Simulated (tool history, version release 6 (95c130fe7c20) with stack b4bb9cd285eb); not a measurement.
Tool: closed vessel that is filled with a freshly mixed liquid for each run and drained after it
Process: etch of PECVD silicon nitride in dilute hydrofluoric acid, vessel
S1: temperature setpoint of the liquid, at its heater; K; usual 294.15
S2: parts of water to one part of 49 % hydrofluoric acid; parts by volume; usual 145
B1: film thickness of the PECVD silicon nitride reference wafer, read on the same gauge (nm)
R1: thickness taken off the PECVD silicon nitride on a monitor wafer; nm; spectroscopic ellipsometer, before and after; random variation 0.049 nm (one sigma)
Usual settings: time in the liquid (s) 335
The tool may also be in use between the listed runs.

Run 1, day 0.000: usual settings; B1 139.99. Result: R1 5.16 nm.
Run 2, day 3.317: usual settings; B1 140.02. Result: R1 5.13 nm.
Run 3, day 4.983: usual settings; B1 140.01. Result: R1 5.21 nm.
Run 4, day 6.858: usual settings; B1 140.00. Result: R1 5.09 nm.
Run 5, day 10.888: usual settings but S1 296.15 K; B1 139.99. Result: R1 5.82 nm.
Run 6, day 12.883: usual settings but S1 296.15 K; B1 140.01. Result: R1 5.82 nm.
Run 7, day 15.692: usual settings but S1 296.15 K; B1 139.99. Result: R1 5.78 nm.
Run 8, day 18.975: usual settings; B1 140.01. Result: R1 5.03 nm.
Run 9, day 21.125: usual settings; B1 139.99. Result: R1 5.07 nm.
Run 10, day 22.725: usual settings; B1 140.00. Result: R1 5.04 nm.
Run 11, day 26.154: usual settings but S1 295.65 K; B1 140.02. Result: R1 5.58 nm.
Run 12, day 28.875: usual settings but S2 110 parts by volume; B1 140.00. Result: R1 6.49 nm.
At day 29.738: gauge calibrated.
Run 13, day 31.125: usual settings; B1 139.99. Result: R1 5.05 nm.
Run 14, day 34.850: usual settings; B1 139.97. Result: R1 4.99 nm.
Run 15, day 37.600: usual settings but S2 105 parts by volume, time in the liquid (s) 245; B1 140.01. Result: R1 4.94 nm.
Run 16, day 40.975: usual settings but time in the liquid (s) 435; B1 139.98. Result: R1 6.40 nm.
Run 17, day 43.121: usual settings; B1 140.01. Result: R1 4.89 nm.
Run 18, day 47.038: usual settings but S1 292.15 K, S2 165 parts by volume, time in the liquid (s) 250; B1 140.01. Result: R1 2.83 nm.
Run 19, day 58.379: usual settings; B1 139.98. Result: R1 4.74 nm.
Run 20, day 60.454: usual settings but S1 298.15 K, S2 105 parts by volume, time in the liquid (s) 460; B1 140.01. Result: R1 11.82 nm.
At day 61.225: hydrofluoric acid flow meter replaced.
Run 21, day 63.529: usual settings but S1 296.65 K, S2 195 parts by volume, time in the liquid (s) 435; B1 139.98. Result: R1 5.46 nm.
At day 64.167: thermometer replaced.
Run 22, day 65.746: usual settings; B1 140.00. Result: R1 4.43 nm.
Run 23, day 69.483: usual settings but time in the liquid (s) 175; B1 139.98. Result: R1 2.35 nm.
Run 24, day 72.771: usual settings but S1 292.65 K, S2 170 parts by volume, time in the liquid (s) 445; B1 139.99. Result: R1 4.50 nm.
Run 25, day 74.288: usual settings but S2 75 parts by volume, time in the liquid (s) 275; B1 140.00. Result: R1 6.86 nm.
Run 26, day 77.104: usual settings but time in the liquid (s) 410; B1 140.00. Result: R1 5.22 nm.
At day 81.258: thermometer replaced, repeated, since the last time left the tool worse.
Run 27, day 84.625: usual settings; B1 140.00. Result: R1 5.14 nm.
Run 28, day 88.954: usual settings but S1 295.65 K, S2 175 parts by volume, time in the liquid (s) 390; B1 140.00. Result: R1 5.38 nm.

Run 29 comes next. What will it give?
Run 29, day 91.796: usual settings but S2 105 parts by volume, time in the liquid (s) 405; B1 ?. Result: R1 ?.

Run 29 gave B1 139.99, R1 8.50 nm.
Without the tool's hidden state the same run would have given R1 8.79 nm.

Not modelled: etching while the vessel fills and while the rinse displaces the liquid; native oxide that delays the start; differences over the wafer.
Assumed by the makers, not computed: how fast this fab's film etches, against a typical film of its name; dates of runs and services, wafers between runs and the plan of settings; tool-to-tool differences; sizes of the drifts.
